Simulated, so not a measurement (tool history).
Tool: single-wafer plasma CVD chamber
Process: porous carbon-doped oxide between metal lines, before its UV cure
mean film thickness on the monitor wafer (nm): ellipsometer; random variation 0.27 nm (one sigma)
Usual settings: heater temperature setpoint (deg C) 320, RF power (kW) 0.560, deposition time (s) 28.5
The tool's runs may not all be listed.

run	hour	heater temperature setpoint (deg C)	RF power (kW)	deposition time (s)	wafers since the last listed run	hours since the last thermocouple change	hours since the last RF generator calibration	hours since the showerhead was replaced	hours since the gauge calibration	read-back reference wafer on the same gauge, thickness_nm	mean film thickness on the monitor wafer (nm)
1	0.0	320	0.560	25.3	0	2065.8	557.8	4802.6	117.2	177.182	138.555
2	14.0	320	0.560	25.3	288	2079.8	571.8	4816.6	131.2	177.028	138.365
# hour 31.6: gauge calibrated
3	37.2	320	0.560	28.5	478	2103.0	595.0	4839.8	5.6	177.872	156.138
4	52.3	320	0.560	28.5	311	2118.1	610.1	4854.9	20.7	177.921	156.027
5	64.9	320	0.560	28.5	260	2130.7	622.7	4867.5	33.3	177.783	155.970
6	98.2	320	0.560	28.5	687	2164.0	656.0	4900.8	66.6	177.640	155.876
7	126.9	320	0.560	28.5	592	2192.7	684.7	4929.5	95.3	177.445	155.010
8	156.0	306	0.560	28.5	600	2221.8	713.8	4958.6	124.4	177.143	166.505
9	173.6	320	0.560	28.5	363	2239.4	731.4	4976.2	142.0	176.947	155.376
# hour 189.7: gauge calibrated
# hour 196.4: thermocouple changed; heater temperature recalibrated
10	197.1	320	0.560	32.5	319	0.7	754.9	4999.7	7.4	177.840	177.287
11	217.5	307	0.450	33.1	421	21.1	775.3	5020.1	27.8	177.825	150.790
# hour 232.0: RF generator calibrated
# hour 234.8: showerhead replaced
12	235.3	320	0.560	26.2	145	38.9	3.3	0.5	45.6	177.744	143.506
13	262.7	320	0.460	31.0	565	66.3	30.7	27.9	73.0	177.557	136.409
14	279.1	320	0.560	25.3	338	82.7	47.1	44.3	89.4	177.419	138.475
15	294.3	320	0.560	28.5	313	97.9	62.3	59.5	104.6	177.331	155.665

Forecast each of these 4 alternatives for the next run:
A	294.7	320	0.560	28.5	8	98.3	62.7	59.9	105.0	?	?
B	294.7	307	0.600	28.5	8	98.3	62.7	59.9	105.0	?	?
C	294.7	309	0.560	32.2	8	98.3	62.7	59.9	105.0	?	?
D	294.7	332	0.515	33.8	8	98.3	62.7	59.9	105.0	?	?

run	read-back reference wafer on the same gauge, thickness_nm	mean film thickness on the monitor wafer (nm)
A	177.319	155.208
B	177.319	176.953
C	177.319	184.608
D	177.319	159.188
Without the tool's hidden state the same runs would have given:
run	mean film thickness on the monitor wafer (nm)
A	155.819
B	177.650
C	185.335
D	159.815

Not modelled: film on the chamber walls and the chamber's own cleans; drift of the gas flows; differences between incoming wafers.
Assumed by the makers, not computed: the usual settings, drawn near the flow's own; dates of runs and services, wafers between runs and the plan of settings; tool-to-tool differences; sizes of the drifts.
